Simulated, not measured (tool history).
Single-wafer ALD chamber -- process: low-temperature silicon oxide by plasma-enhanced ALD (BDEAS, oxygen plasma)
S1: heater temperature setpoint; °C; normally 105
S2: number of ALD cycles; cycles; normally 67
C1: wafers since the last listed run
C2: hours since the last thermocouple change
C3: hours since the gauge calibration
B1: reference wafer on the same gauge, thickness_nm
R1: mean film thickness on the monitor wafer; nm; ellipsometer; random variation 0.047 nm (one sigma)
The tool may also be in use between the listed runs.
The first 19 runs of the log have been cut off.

run 20 hour=512.6 | S1=98 S2=58 | C1=53 C2=2057.0 C3=195.2 | B1=9.825 | R1=8.246
-- hour=527.4 thermocouple changed; heater temperature recalibrated
run 21 hour=527.9 | S1=99 S2=67 | C1=24 C2=0.5 C3=210.5 | B1=9.803 | R1=9.594
run 22 hour=541.6 | S1=98 S2=71 | C1=45 C2=14.2 C3=224.2 | B1=9.793 | R1=10.110
run 23 hour=574.4 | S1=98 S2=75 | C1=109 C2=47.0 C3=257.0 | B1=9.797 | R1=10.722
run 24 hour=590.7 | S1=96 S2=72 | C1=54 C2=63.3 C3=273.3 | B1=9.808 | R1=10.343
run 25 hour=622.3 | S1=117 S2=73 | C1=105 C2=94.9 C3=304.9 | B1=9.819 | R1=9.993
run 26 hour=648.6 | S1=105 S2=62 | C1=87 C2=121.2 C3=331.2 | B1=9.797 | R1=8.657
run 27 hour=666.7 | S1=105 S2=61 | C1=60 C2=139.3 C3=349.3 | B1=9.799 | R1=8.494
run 28 hour=699.0 | S1=105 S2=67 | C1=107 C2=171.6 C3=381.6 | B1=9.810 | R1=9.427
run 29 hour=722.0 | S1=105 S2=71 | C1=76 C2=194.6 C3=404.6 | B1=9.815 | R1=9.983
run 30 hour=753.5 | S1=97 S2=57 | C1=104 C2=226.1 C3=436.1 | B1=9.802 | R1=8.180
run 31 hour=787.7 | S1=105 S2=67 | C1=113 C2=260.3 C3=470.3 | B1=9.793 | R1=9.443
run 32 hour=820.5 | S1=101 S2=67 | C1=109 C2=293.1 C3=503.1 | B1=9.820 | R1=9.534
run 33 hour=849.5 | S1=91 S2=67 | C1=96 C2=322.1 C3=532.1 | B1=9.811 | R1=9.940
run 34 hour=869.3 | S1=94 S2=67 | C1=65 C2=341.9 C3=551.9 | B1=9.807 | R1=9.753
run 35 hour=895.4 | S1=90 S2=73 | C1=86 C2=368.0 C3=578.0 | B1=9.807 | R1=10.832
run 36 hour=927.1 | S1=115 S2=67 | C1=105 C2=399.7 C3=609.7 | B1=9.801 | R1=9.273

Alternative continuations, all from the tool just after run 36; predict every row:
run A hour=927.6 | S1=105 S2=67 | C1=1 C2=400.2 C3=610.2 | B1=? | R1=?
run B hour=927.6 | S1=114 S2=61 | C1=1 C2=400.2 C3=610.2 | B1=? | R1=?
run C hour=927.6 | S1=96 S2=67 | C1=1 C2=400.2 C3=610.2 | B1=? | R1=?
run D hour=927.6 | S1=105 S2=73 | C1=1 C2=400.2 C3=610.2 | B1=? | R1=?
run E hour=927.6 | S1=120 S2=67 | C1=1 C2=400.2 C3=610.2 | B1=? | R1=?

run=A B1=9.797 R1=9.355
run=B B1=9.797 R1=8.358
run=C B1=9.797 R1=9.619
run=D B1=9.797 R1=10.193
run=E B1=9.797 R1=9.063
Without the tool's hidden state the same runs would have given:
run=A R1=9.355
run=B R1=8.358
run=C R1=9.619
run=D R1=10.193
run=E R1=9.063

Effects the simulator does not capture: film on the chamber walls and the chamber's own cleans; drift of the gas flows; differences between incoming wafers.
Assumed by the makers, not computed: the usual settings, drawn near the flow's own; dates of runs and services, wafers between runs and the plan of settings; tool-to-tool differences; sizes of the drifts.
